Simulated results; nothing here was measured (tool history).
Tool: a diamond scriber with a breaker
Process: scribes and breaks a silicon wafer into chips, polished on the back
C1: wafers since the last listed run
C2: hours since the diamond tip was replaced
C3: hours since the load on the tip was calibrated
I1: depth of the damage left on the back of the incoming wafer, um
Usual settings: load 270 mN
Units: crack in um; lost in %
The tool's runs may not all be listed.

run 1 hour=0 | load=249 | C1=0 C2=833.1 C3=1527.2 | I1=0.03 | crack=5.67 lost=12.1
run 2 hour=53.6 | load=233 | C1=139 C2=886.7 C3=1580.8 | I1=0.02 | crack=5.35 lost=15.89
run 3 hour=89.4 | load=233 | C1=93 C2=922.5 C3=1616.6 | I1=0.01 | crack=5.32 lost=16.7
run 4 hour=103.4 | load=233 | C1=36 C2=936.5 C3=1630.6 | I1=0.02 | crack=5.33 lost=17.81
-- hour=110.8 load on the tip recalibrated
run 5 hour=121.6 | load=270 | C1=42 C2=954.7 C3=10.8 | I1=0.02 | crack=6.41 lost=2.64
run 6 hour=144.1 | load=270 | C1=58 C2=977.2 C3=33.3 | I1=0.03 | crack=6.47 lost=2.7
run 7 hour=160.5 | load=252 | C1=42 C2=993.6 C3=49.7 | I1=0.04 | crack=6.04 lost=5.82
-- hour=186.6 diamond tip replaced by a new one
run 8 hour=187.1 | load=240 | C1=64 C2=0.5 C3=76.3 | I1=0.03 | crack=6.14 lost=5.15
run 9 hour=208.4 | load=232 | C1=55 C2=21.8 C3=97.6 | I1=0.04 | crack=5.87 lost=7.11
run 10 hour=226.3 | load=232 | C1=46 C2=39.7 C3=115.5 | I1=0.04 | crack=5.87 lost=9.06
run 11 hour=255.1 | load=347 | C1=74 C2=68.5 C3=144.3 | I1=0.03 | crack=7.68 lost=3.1
run 12 hour=270.4 | load=270 | C1=39 C2=83.8 C3=159.6 | I1=0.03 | crack=6.45 lost=2.19
run 13 hour=284.9 | load=206 | C1=37 C2=98.3 C3=174.1 | I1=0.02 | crack=5.27 lost=19.49
run 14 hour=320.3 | load=196 | C1=92 C2=133.7 C3=209.5 | I1=0.04 | crack=5.02 lost=25.35

Forecast each of these 4 alternatives for the next run:
run A hour=321 | load=270 | C1=1 C2=134.4 C3=210.2 | I1=0.02 | crack=? lost=?
run B hour=321 | load=333 | C1=1 C2=134.4 C3=210.2 | I1=0.02 | crack=? lost=?
run C hour=321 | load=317 | C1=1 C2=134.4 C3=210.2 | I1=0.02 | crack=? lost=?
run D hour=321 | load=244 | C1=1 C2=134.4 C3=210.2 | I1=0.02 | crack=? lost=?

run=A crack=6.38 lost=3.17
run=B crack=7.42 lost=1.62
run=C crack=7.17 lost=1
run=D crack=5.93 lost=7.76
Without the tool's hidden state the same runs would have given:
run=A crack=7.03 lost=0.91
run=B crack=8.18 lost=6.3
run=C crack=7.9 lost=4.11
run=D crack=6.53 lost=2.23
